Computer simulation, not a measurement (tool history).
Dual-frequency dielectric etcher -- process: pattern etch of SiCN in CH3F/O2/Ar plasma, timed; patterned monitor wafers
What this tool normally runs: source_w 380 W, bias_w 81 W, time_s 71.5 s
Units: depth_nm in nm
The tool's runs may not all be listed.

| run | day | source_w | bias_w | time_s | wafers since the last listed run | hours since the last wet clean | hours since the last source power generator calibration | hours since the last bias power generator calibration | hours since the last upper electrode change | hours since the gauge calibration | read-back reference wafer on the same gauge, depth_nm | depth_nm |
|---|---|---|---|---|---|---|---|---|---|---|---|---|
| 1 | 0.000 | 340 | 66 | 71.5 | 0 | 302.2 | 3541.1 | 5199.9 | 3303.6 | 227.8 | 30.89 | 25.14 |
| 2 | 1.983 | 380 | 81 | 71.5 | 690 | 349.8 | 3588.7 | 5247.5 | 3351.2 | 275.4 | 30.92 | 27.70 |
| 3 | 4.788 | 380 | 81 | 71.5 | 976 | 417.1 | 3656.0 | 5314.8 | 3418.5 | 342.7 | 30.86 | 27.66 |
| 4 | 5.929 | 380 | 81 | 71.5 | 397 | 444.5 | 3683.4 | 5342.2 | 3445.9 | 370.1 | 30.94 | 27.33 |
|  | 7.300 | source power generator calibrated |
| 5 | 7.975 | 380 | 81 | 71.5 | 654 | 493.6 | 16.2 | 5391.3 | 3495.0 | 419.2 | 30.91 | 27.22 |
|  | 9.346 | bias power generator calibrated |
| 6 | 9.662 | 310 | 81 | 71.5 | 529 | 534.1 | 56.7 | 7.6 | 3535.5 | 459.7 | 30.90 | 25.69 |
|  | 11.104 | wet clean of the chamber |
| 7 | 12.358 | 380 | 81 | 71.5 | 590 | 30.1 | 121.4 | 72.3 | 3600.2 | 524.4 | 30.93 | 28.74 |
|  | 12.704 | gauge calibrated |
| 8 | 14.246 | 300 | 81 | 55.0 | 657 | 75.4 | 166.7 | 117.6 | 3645.5 | 37.0 | 30.90 | 20.70 |
| 9 | 15.400 | 480 | 87 | 87.0 | 401 | 103.1 | 194.4 | 145.3 | 3673.2 | 64.7 | 30.89 | 38.31 |

Estimate the outcome of run 10 from the log above:
| 10 | 16.625 | 380 | 81 | 71.5 | 426 | 132.5 | 223.8 | 174.7 | 3702.6 | 94.1 | ? | ? |

{"run 10": {"read-back reference wafer on the same gauge, depth_nm": 30.86, "depth_nm": 28.56}}
Had the tool carried no hidden state, the very same run would have given depth_nm 28.92 nm.
